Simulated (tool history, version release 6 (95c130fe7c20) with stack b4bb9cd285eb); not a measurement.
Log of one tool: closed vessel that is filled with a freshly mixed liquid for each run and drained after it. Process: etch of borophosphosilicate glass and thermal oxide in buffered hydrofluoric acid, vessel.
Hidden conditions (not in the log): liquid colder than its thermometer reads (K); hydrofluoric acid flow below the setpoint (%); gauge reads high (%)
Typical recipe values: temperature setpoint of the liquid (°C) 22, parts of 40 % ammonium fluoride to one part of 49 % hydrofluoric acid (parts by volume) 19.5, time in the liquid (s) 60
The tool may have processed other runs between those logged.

run,hour,temperature setpoint of the liquid (°C),parts of 40 % ammonium fluoride to one part of 49 % hydrofluoric acid (parts by volume),time in the liquid (s),wafers since the last listed run,hours since the thermometer was replaced,hours since the hydrofluoric acid flow meter was replaced,hours since the gauge calibration,"read-back film thickness of the borophosphosilicate glass reference wafer, read on the same gauge (nm)","read-back film thickness of the thermal oxide reference wafer, read on the same gauge (nm)",thickness taken off the borophosphosilicate glass on a monitor wafer (nm),thickness taken off the thermal oxide on a monitor wafer (nm)
1,0,22,19.5,60,0,2301.2,1286.8,1374,30.03,139.99,77.6,29.9
2,63.7,22,19.5,60,4749,2364.9,1350.5,1437.7,29.98,140.01,76.77,29.79
3,119.2,22,19.5,60,4138,2420.4,1406,1493.2,30.05,140.02,76.89,29.73
# hour 134.5: thermometer replaced
4,175.7,22,19.5,60,4138,41.2,1462.5,1549.7,30.02,139.99,76.69,29.95
5,221.3,22,19.5,60,3400,86.8,1508.1,1595.3,29.98,140.01,76.54,29.5
6,248.8,22,19.5,60,2050,114.3,1535.6,1622.8,29.94,140.01,76.87,30.26
# hour 258.2: gauge calibrated
7,284.7,22,19.5,60,2676,150.2,1571.5,26.5,30.05,140.01,77.06,29.31
8,309.6,22,19.5,60,1856,175.1,1596.4,51.4,30,140.01,76.58,29.67
9,370,22,19.5,60,4503,235.5,1656.8,111.8,29.99,140.01,76.53,30
10,428.9,22,19.5,60,4392,294.4,1715.7,170.7,29.96,140.03,76.28,29.31
11,453.9,22,19.5,60,1864,319.4,1740.7,195.7,29.96,140.01,76.57,29.46
12,517.2,22,24,60,4720,382.7,1804,259,29.99,140,66.56,25.58
# hour 528.3: hydrofluoric acid flow meter replaced
13,572.1,22,19.5,60,4019,437.6,43.8,313.9,30.06,139.99,78.53,30.45
14,607,17.5,19.5,60,2602,472.5,78.7,348.8,30.03,140.02,62,23.73
15,678.9,22,19.5,60,5361,544.4,150.6,420.7,29.99,140,79.42,30.5
16,735.9,22,15.5,90,4250,601.4,207.6,477.7,30,139.99,147.61,57.29
17,771.8,24.5,15.5,40,2676,637.3,243.5,513.6,29.99,140.01,75.62,29.42
18,834.2,22,16.5,30,4653,699.7,305.9,576,30.01,139.99,46.02,17.81
19,880.2,26,26.5,60,3430,745.7,351.9,622,30.01,140,79.01,30.53
20,933.3,26,24.5,60,3959,798.8,405,675.1,29.98,140.02,83.18,31.98
21,1014.4,19.5,17,40,6047,879.9,486.1,756.2,30,139.97,52.07,20.17
22,1070.1,22,19.5,60,4153,935.6,541.8,811.9,29.98,140.01,78.38,30.24
23,1098,22,19.5,60,2080,963.5,569.7,839.8,30.03,140,77.84,30.47
24,1147.5,26,13.5,60,3691,1013,619.2,889.3,29.95,140.02,139.25,53.62
25,1173.1,22,22.5,70,1908,1038.6,644.8,914.9,30,140,82.69,31.52

Below are 4 alternative next runs, each starting from the tool's condition after run 25. Predict each:
A,1173.8,22,15,60,52,1039.3,645.5,915.6,?,?,?,?
B,1173.8,22,26,30,52,1039.3,645.5,915.6,?,?,?,?
C,1173.8,18.5,24,30,52,1039.3,645.5,915.6,?,?,?,?
D,1173.8,26,19.5,60,52,1039.3,645.5,915.6,?,?,?,?

run,"read-back film thickness of the borophosphosilicate glass reference wafer, read on the same gauge (nm)","read-back film thickness of the thermal oxide reference wafer, read on the same gauge (nm)",thickness taken off the borophosphosilicate glass on a monitor wafer (nm),thickness taken off the thermal oxide on a monitor wafer (nm)
A,29.97,140.01,100.77,39.1
B,29.97,140.01,31.82,12.37
C,29.97,140.01,27.69,10.74
D,29.97,140.01,96.55,37.58
Had the tool no hidden state, the same runs would have come out as:
run,thickness taken off the borophosphosilicate glass on a monitor wafer (nm),thickness taken off the thermal oxide on a monitor wafer (nm)
A,103.04,39.98
B,32.32,12.56
C,28.12,10.91
D,98.72,38.42

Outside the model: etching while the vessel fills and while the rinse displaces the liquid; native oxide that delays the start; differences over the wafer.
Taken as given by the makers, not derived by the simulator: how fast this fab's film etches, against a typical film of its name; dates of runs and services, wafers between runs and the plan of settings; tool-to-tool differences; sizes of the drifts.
